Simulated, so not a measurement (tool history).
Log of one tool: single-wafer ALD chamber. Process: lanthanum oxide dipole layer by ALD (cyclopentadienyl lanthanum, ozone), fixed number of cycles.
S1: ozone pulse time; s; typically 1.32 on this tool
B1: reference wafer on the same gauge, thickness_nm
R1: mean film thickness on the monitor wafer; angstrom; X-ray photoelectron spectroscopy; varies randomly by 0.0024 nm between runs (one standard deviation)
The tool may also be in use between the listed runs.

run 1 hour=0 | S1=1.32 | B1=0.488 | R1=5
run 2 hour=67.7 | S1=1.32 | B1=0.488 | R1=4.94
run 3 hour=127.2 | S1=0.95 | B1=0.488 | R1=4.45
run 4 hour=157.2 | S1=0.95 | B1=0.488 | R1=4.46
run 5 hour=224.7 | S1=1.32 | B1=0.487 | R1=4.91
run 6 hour=269.1 | S1=1.32 | B1=0.486 | R1=4.9
-- hour=283.1 gauge calibrated
run 7 hour=323.4 | S1=1.32 | B1=0.489 | R1=4.84
run 8 hour=376.2 | S1=1.65 | B1=0.489 | R1=5.08
-- hour=449.2 ozone generator serviced
run 9 hour=449.7 | S1=1.13 | B1=0.489 | R1=4.23
run 10 hour=493.4 | S1=1.73 | B1=0.488 | R1=4.9
-- hour=515.2 thermocouple changed; heater temperature recalibrated
run 11 hour=541.4 | S1=1.73 | B1=0.488 | R1=4.91
-- hour=554.9 ozone generator serviced, repeated, since the last time left the tool worse
-- hour=574.1 showerhead replaced
run 12 hour=610 | S1=1.15 | B1=0.489 | R1=4.89
run 13 hour=640.4 | S1=0.89 | B1=0.488 | R1=4.49
run 14 hour=666.9 | S1=1.01 | B1=0.488 | R1=4.67
run 15 hour=816.2 | S1=1.06 | B1=0.488 | R1=4.75

Below are 3 alternative next runs, each starting from the tool's condition after run 15. Predict each:
run A hour=816.6 | S1=1.08 | B1=? | R1=?
run B hour=816.6 | S1=1.56 | B1=? | R1=?
run C hour=816.6 | S1=1.76 | B1=? | R1=?

run=A B1=0.489 R1=4.79
run=B B1=0.489 R1=5.2
run=C B1=0.489 R1=5.29
Without the tool's hidden state the same runs would have given:
run=A R1=4.84
run=B R1=5.23
run=C R1=5.31
